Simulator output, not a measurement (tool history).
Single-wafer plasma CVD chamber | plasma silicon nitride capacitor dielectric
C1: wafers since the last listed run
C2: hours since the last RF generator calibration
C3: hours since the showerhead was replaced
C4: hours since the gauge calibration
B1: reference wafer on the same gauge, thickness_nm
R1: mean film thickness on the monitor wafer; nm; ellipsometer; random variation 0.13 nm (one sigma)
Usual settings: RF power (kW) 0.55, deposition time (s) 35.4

run 1 hour=0 | RF_power_(kW)=0.55 deposition_time_(s)=35.4 | C1=0 C2=1653.4 C3=6751.2 C4=486.6 | B1=44.223 | R1=52.168
run 2 hour=39.4 | RF_power_(kW)=0.55 deposition_time_(s)=35.4 | C1=1462 C2=1692.8 C3=6790.6 C4=526 | B1=44.221 | R1=52.183
run 3 hour=131.3 | RF_power_(kW)=0.55 deposition_time_(s)=35.4 | C1=3411 C2=1784.7 C3=6882.5 C4=617.9 | B1=44.189 | R1=52.263
run 4 hour=188.5 | RF_power_(kW)=0.55 deposition_time_(s)=35.4 | C1=2123 C2=1841.9 C3=6939.7 C4=675.1 | B1=44.201 | R1=52.086
run 5 hour=293.4 | RF_power_(kW)=0.55 deposition_time_(s)=35.4 | C1=3894 C2=1946.8 C3=7044.6 C4=780 | B1=44.19 | R1=51.942
run 6 hour=378.5 | RF_power_(kW)=0.55 deposition_time_(s)=35.4 | C1=3159 C2=2031.9 C3=7129.7 C4=865.1 | B1=44.17 | R1=52.176
run 7 hour=427 | RF_power_(kW)=0.55 deposition_time_(s)=35.4 | C1=1800 C2=2080.4 C3=7178.2 C4=913.6 | B1=44.213 | R1=52.001
run 8 hour=514.6 | RF_power_(kW)=0.55 deposition_time_(s)=35.4 | C1=3251 C2=2168 C3=7265.8 C4=1001.2 | B1=44.198 | R1=51.708
-- hour=541 RF generator calibrated
run 9 hour=565.1 | RF_power_(kW)=0.605 deposition_time_(s)=39.4 | C1=1577 C2=24.1 C3=7316.3 C4=1051.7 | B1=44.213 | R1=59.878
-- hour=661.3 gauge calibrated
-- hour=699.1 showerhead replaced, of another model than before
run 10 hour=848.4 | RF_power_(kW)=0.58 deposition_time_(s)=30.8 | C1=10219 C2=307.4 C3=149.3 C4=187.1 | B1=44.207 | R1=46.354
run 11 hour=909.4 | RF_power_(kW)=0.55 deposition_time_(s)=35.4 | C1=2264 C2=368.4 C3=210.3 C4=248.1 | B1=44.213 | R1=52.75
run 12 hour=1015.3 | RF_power_(kW)=0.62 deposition_time_(s)=32.5 | C1=3931 C2=474.3 C3=316.2 C4=354 | B1=44.18 | R1=49.105
run 13 hour=1097.4 | RF_power_(kW)=0.58 deposition_time_(s)=30.8 | C1=3047 C2=556.4 C3=398.3 C4=436.1 | B1=44.202 | R1=46.322
run 14 hour=1216.8 | RF_power_(kW)=0.625 deposition_time_(s)=37.3 | C1=4432 C2=675.8 C3=517.7 C4=555.5 | B1=44.194 | R1=56.506
run 15 hour=1268.1 | RF_power_(kW)=0.625 deposition_time_(s)=29 | C1=1904 C2=727.1 C3=569 C4=606.8 | B1=44.219 | R1=44.014
run 16 hour=1360 | RF_power_(kW)=0.58 deposition_time_(s)=31.7 | C1=3411 C2=819 C3=660.9 C4=698.7 | B1=44.204 | R1=47.451
run 17 hour=1435.4 | RF_power_(kW)=0.45 deposition_time_(s)=35.4 | C1=2798 C2=894.4 C3=736.3 C4=774.1 | B1=44.181 | R1=51.591

3 ways to go on from here, each from the tool as it stands after run 17. What would each give?
run A hour=1435.8 | RF_power_(kW)=0.55 deposition_time_(s)=35.4 | C1=14 C2=894.8 C3=736.7 C4=774.5 | B1=? | R1=?
run B hour=1435.8 | RF_power_(kW)=0.52 deposition_time_(s)=39.7 | C1=14 C2=894.8 C3=736.7 C4=774.5 | B1=? | R1=?
run C hour=1435.8 | RF_power_(kW)=0.66 deposition_time_(s)=39.7 | C1=14 C2=894.8 C3=736.7 C4=774.5 | B1=? | R1=?

run=A B1=44.173 R1=52.966
run=B B1=44.173 R1=58.98
run=C B1=44.173 R1=60.883
Without the tool's hidden state the same runs would have given:
run=A R1=53.125
run=B R1=59.157
run=C R1=61.066
